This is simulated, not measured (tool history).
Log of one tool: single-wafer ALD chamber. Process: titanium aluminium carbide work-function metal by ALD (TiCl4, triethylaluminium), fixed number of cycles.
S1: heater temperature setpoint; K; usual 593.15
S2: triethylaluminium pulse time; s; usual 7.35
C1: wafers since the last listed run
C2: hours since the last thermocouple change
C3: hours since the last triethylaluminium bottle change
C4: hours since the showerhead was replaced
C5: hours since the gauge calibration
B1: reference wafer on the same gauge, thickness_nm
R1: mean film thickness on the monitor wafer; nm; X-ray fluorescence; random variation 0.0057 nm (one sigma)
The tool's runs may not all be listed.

Run 1, hour 0: usual settings but S1 589.15 K; C1 0; C2 1716.8; C3 830.1; C4 3391.2; C5 669.7; B1 1.83. Result: R1 1.728 nm.
At hour 3.4: gauge calibrated.
Run 2, hour 60.8: usual settings but S1 589.15 K; C1 644; C2 1777.6; C3 890.9; C4 3452; C5 57.4; B1 1.83. Result: R1 1.728 nm.
Run 3, hour 211.4: usual settings but S2 5.01 s; C1 1597; C2 1928.2; C3 1041.5; C4 3602.6; C5 208; B1 1.83. Result: R1 1.33 nm.
Run 4, hour 257.3: usual settings but S2 5.01 s; C1 486; C2 1974.1; C3 1087.4; C4 3648.5; C5 253.9; B1 1.83. Result: R1 1.321 nm.
Run 5, hour 319.1: usual settings but S2 5.06 s; C1 655; C2 2035.9; C3 1149.2; C4 3710.3; C5 315.7; B1 1.83. Result: R1 1.336 nm.
At hour 334.3: showerhead replaced.
Run 6, hour 377.7: usual settings but S2 5.06 s; C1 536; C2 2094.5; C3 1207.8; C4 43.4; C5 374.3; B1 1.83. Result: R1 1.341 nm.
Run 7, hour 446.5: usual settings but S2 6.55 s; C1 729; C2 2163.3; C3 1276.6; C4 112.2; C5 443.1; B1 1.831. Result: R1 1.633 nm.
Run 8, hour 510.6: usual settings but S1 601.15 K; C1 679; C2 2227.4; C3 1340.7; C4 176.3; C5 507.2; B1 1.83. Result: R1 1.783 nm.
At hour 522.5: gauge calibrated.
Run 9, hour 574.4: usual settings but S1 603.15 K; C1 676; C2 2291.2; C3 1404.5; C4 240.1; C5 51.9; B1 1.83. Result: R1 1.802 nm.
Run 10, hour 605.5: usual settings but S1 589.15 K; C1 329; C2 2322.3; C3 1435.6; C4 271.2; C5 83; B1 1.83. Result: R1 1.722 nm.
Run 11, hour 661.7: usual settings but S1 579.15 K, S2 5.05 s; C1 596; C2 2378.5; C3 1491.8; C4 327.4; C5 139.2; B1 1.831. Result: R1 1.264 nm.
At hour 683.2: thermocouple changed; heater temperature recalibrated.
Run 12, hour 703.8: usual settings; C1 361; C2 20.6; C3 1533.9; C4 369.5; C5 181.3; B1 1.831. Result: R1 1.745 nm.
At hour 732.2: triethylaluminium bottle replaced.
Run 13, hour 831.6: usual settings but S1 585.15 K; C1 1270; C2 148.4; C3 99.4; C4 497.3; C5 309.1; B1 1.83. Result: R1 1.802 nm.
Run 14, hour 873.1: usual settings but S1 607.15 K, S2 8.88 s; C1 440; C2 189.9; C3 140.9; C4 538.8; C5 350.6; B1 1.831. Result: R1 2.037 nm.
Run 15, hour 944.5: usual settings but S2 6.4 s; C1 757; C2 261.3; C3 212.3; C4 610.2; C5 422; B1 1.83. Result: R1 1.722 nm.
Run 16, hour 1002.4: usual settings but S1 587.15 K, S2 6.28 s; C1 614; C2 319.2; C3 270.2; C4 668.1; C5 479.9; B1 1.829. Result: R1 1.651 nm.
Run 17, hour 1066.8: usual settings but S1 580.15 K; C1 682; C2 383.6; C3 334.6; C4 732.5; C5 544.3; B1 1.83. Result: R1 1.725 nm.

Some steps in R1 between neighbouring runs. How much of each would the tool show without its hidden state too (settings, what came in, random variation), and how much is left for the hidden state, with any gauge scatter that isn't in both results?
The hidden state here: wafer temperature above the value expected at the setpoint (K); triethylaluminium dose above that of a fresh bottle (%); gauge reads high (%).
Run 11 -> 12: S1 579.15 -> 593.15, S2 5.05 -> 7.35, thermocouple changed; heater temperature recalibrated. R1 +0.481 nm: hidden state +0.052, all else +0.429.
Run 12 -> 13: S1 593.15 -> 585.15, triethylaluminium bottle replaced. R1 +0.057 nm: hidden state +0.107, all else -0.05.

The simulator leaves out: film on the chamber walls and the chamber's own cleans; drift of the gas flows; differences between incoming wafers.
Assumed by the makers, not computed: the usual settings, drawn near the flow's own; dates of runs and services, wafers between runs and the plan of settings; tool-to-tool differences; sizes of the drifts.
